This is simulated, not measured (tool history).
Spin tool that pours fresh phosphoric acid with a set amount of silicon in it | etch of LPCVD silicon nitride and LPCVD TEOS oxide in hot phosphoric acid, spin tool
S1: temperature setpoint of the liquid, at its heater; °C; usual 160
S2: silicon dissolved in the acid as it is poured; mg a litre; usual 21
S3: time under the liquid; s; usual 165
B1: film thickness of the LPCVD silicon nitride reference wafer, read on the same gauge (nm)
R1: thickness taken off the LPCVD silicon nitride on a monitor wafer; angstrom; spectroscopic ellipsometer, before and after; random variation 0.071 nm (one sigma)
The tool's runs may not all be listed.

{"run": 1, "hour": 0.0, "S1": 160, "S2": 21, "S3": 165, "B1": 119.97, "R1": 147.1}
{"run": 2, "hour": 33.9, "S1": 160, "S2": 21, "S3": 165, "B1": 119.98, "R1": 147.5}
{"run": 3, "hour": 94.3, "S1": 160, "S2": 21, "S3": 165, "B1": 119.97, "R1": 146.8}
{"run": 4, "hour": 122.4, "S1": 160, "S2": 21, "S3": 165, "B1": 119.97, "R1": 146}
{"hour": 125.4, "done": "dissolved silicon flow meter replaced"}
{"run": 5, "hour": 142.1, "S1": 160, "S2": 21, "S3": 165, "B1": 119.99, "R1": 146.4}
{"run": 6, "hour": 169.9, "S1": 160, "S2": 21, "S3": 165, "B1": 119.96, "R1": 146.7}
{"run": 7, "hour": 188.0, "S1": 160, "S2": 13, "S3": 200, "B1": 120.01, "R1": 177.6}
{"run": 8, "hour": 219.2, "S1": 163, "S2": 36, "S3": 165, "B1": 120.02, "R1": 160.9}
{"run": 9, "hour": 232.3, "S1": 162.5, "S2": 21, "S3": 165, "B1": 120.02, "R1": 157.7}
{"run": 10, "hour": 258.1, "S1": 161, "S2": 12.5, "S3": 240, "B1": 120.01, "R1": 220.4}
{"run": 11, "hour": 288.9, "S1": 160, "S2": 5.5, "S3": 165, "B1": 119.96, "R1": 145}
{"run": 12, "hour": 313.9, "S1": 157, "S2": 6, "S3": 125, "B1": 120.02, "R1": 99.6}
{"run": 13, "hour": 331.5, "S1": 160, "S2": 8, "S3": 165, "B1": 119.93, "R1": 146.3}
{"run": 14, "hour": 351.3, "S1": 160, "S2": 21, "S3": 115, "B1": 120.03, "R1": 101.3}
{"run": 15, "hour": 365.8, "S1": 160, "S2": 7.5, "S3": 190, "B1": 120, "R1": 166.7}
{"hour": 368.3, "done": "heated supply line repaired"}
{"hour": 379.6, "done": "gauge calibrated"}
{"run": 16, "hour": 390.4, "S1": 160, "S2": 21, "S3": 125, "B1": 119.98, "R1": 107.7}
{"run": 17, "hour": 409.3, "S1": 160, "S2": 37.5, "S3": 165, "B1": 120.04, "R1": 141.9}
{"hour": 431.0, "done": "thermometer replaced"}
{"run": 18, "hour": 438.4, "S1": 160, "S2": 29.5, "S3": 165, "B1": 119.99, "R1": 142.7}
{"run": 19, "hour": 452.2, "S1": 160, "S2": 28, "S3": 225, "B1": 120, "R1": 192.6}

Run 20 comes next. What will it give?
{"hour": 481.3, "done": "heated supply line repaired, repeated, since the last time left the tool worse"}
{"run": 20, "hour": 483.3, "S1": 157.5, "S2": 21, "S3": 100, "B1": "?", "R1": "?"}

{"run 20": {"B1": 119.99, "R1": 83.2}}
Without the tool's hidden state the same run would have given R1 83.7 angstrom.
